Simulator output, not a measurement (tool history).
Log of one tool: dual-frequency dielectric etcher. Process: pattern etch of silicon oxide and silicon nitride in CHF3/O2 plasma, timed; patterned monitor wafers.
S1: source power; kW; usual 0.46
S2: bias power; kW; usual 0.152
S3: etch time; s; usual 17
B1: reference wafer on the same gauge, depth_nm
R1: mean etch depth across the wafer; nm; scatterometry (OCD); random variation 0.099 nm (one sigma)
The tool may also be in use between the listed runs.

| run | day | S1 | S2 | S3 | B1 | R1 |
|---|---|---|---|---|---|---|
| 1 | 0 | 0.46 | 0.152 | 17 | 19.37 | 21.51 |
|  | 1.038 | bias power generator calibrated |
|  | 1.125 | wet clean of the chamber |
| 2 | 1.146 | 0.46 | 0.152 | 17 | 19.39 | 23.38 |
| 3 | 1.158 | 0.46 | 0.152 | 17 | 19.4 | 23.56 |
| 4 | 1.942 | 0.46 | 0.152 | 17 | 19.41 | 23.43 |
| 5 | 2.529 | 0.46 | 0.152 | 17 | 19.44 | 23.63 |
|  | 2.733 | gauge calibrated |
| 6 | 3.112 | 0.46 | 0.152 | 14 | 19.39 | 19.47 |
| 7 | 3.654 | 0.46 | 0.152 | 14 | 19.4 | 19.28 |
| 8 | 4.238 | 0.46 | 0.152 | 17 | 19.42 | 23.52 |
|  | 4.542 | source power generator calibrated |
| 9 | 4.554 | 0.46 | 0.152 | 17 | 19.39 | 23.55 |
|  | 6.154 | wet clean of the chamber, repeated, since the last time left the tool worse |
|  | 6.217 | upper electrode replaced |
| 10 | 6.238 | 0.52 | 0.174 | 13.5 | 19.39 | 19.14 |
| 11 | 6.25 | 0.46 | 0.152 | 17 | 19.41 | 22.15 |
| 12 | 6.262 | 0.36 | 0.173 | 12.5 | 19.4 | 15.08 |
| 13 | 6.492 | 0.46 | 0.132 | 17 | 19.4 | 21.37 |
| 14 | 6.929 | 0.34 | 0.179 | 13 | 19.41 | 15.42 |
| 15 | 7.533 | 0.46 | 0.13 | 17 | 19.4 | 21.37 |
| 16 | 8.117 | 0.46 | 0.152 | 17 | 19.43 | 22.19 |
| 17 | 8.696 | 0.4 | 0.125 | 17 | 19.38 | 19.75 |
| 18 | 8.958 | 0.58 | 0.166 | 20.5 | 19.38 | 30.21 |
| 19 | 9.654 | 0.46 | 0.152 | 17 | 19.39 | 22.06 |
| 20 | 10.05 | 0.46 | 0.135 | 20.5 | 19.41 | 25.82 |
| 21 | 10.596 | 0.46 | 0.152 | 17 | 19.42 | 22 |
| 22 | 11.233 | 0.46 | 0.152 | 17 | 19.41 | 22.09 |
| 23 | 11.762 | 0.46 | 0.152 | 17 | 19.41 | 21.96 |
| 24 | 12.142 | 0.41 | 0.187 | 19 | 19.4 | 24.66 |
| 25 | 12.8 | 0.46 | 0.127 | 15.5 | 19.43 | 19.05 |
| 26 | 14.562 | 0.39 | 0.152 | 12.5 | 19.4 | 14.96 |
| 27 | 14.846 | 0.46 | 0.152 | 17 | 19.42 | 21.92 |
| 28 | 15.217 | 0.52 | 0.125 | 20.5 | 19.4 | 26.55 |
| 29 | 15.638 | 0.39 | 0.118 | 20.5 | 19.4 | 23.06 |

Forecast each of these 5 alternatives for the next run:
| A | 15.654 | 0.46 | 0.152 | 17 | ? | ? |
| B | 15.654 | 0.57 | 0.131 | 19.5 | ? | ? |
| C | 15.654 | 0.46 | 0.125 | 14 | ? | ? |
| D | 15.654 | 0.56 | 0.133 | 15.5 | ? | ? |
| E | 15.654 | 0.5 | 0.128 | 13 | ? | ? |

| run | B1 | R1 |
|---|---|---|
| A | 19.42 | 21.8 |
| B | 19.42 | 26.45 |
| C | 19.42 | 17.1 |
| D | 19.42 | 20.94 |
| E | 19.42 | 16.56 |
Without the tool's hidden state the same runs would have given:
| run | R1 |
|---|---|
| A | 22.06 |
| B | 26.77 |
| C | 17.3 |
| D | 21.19 |
| E | 16.76 |
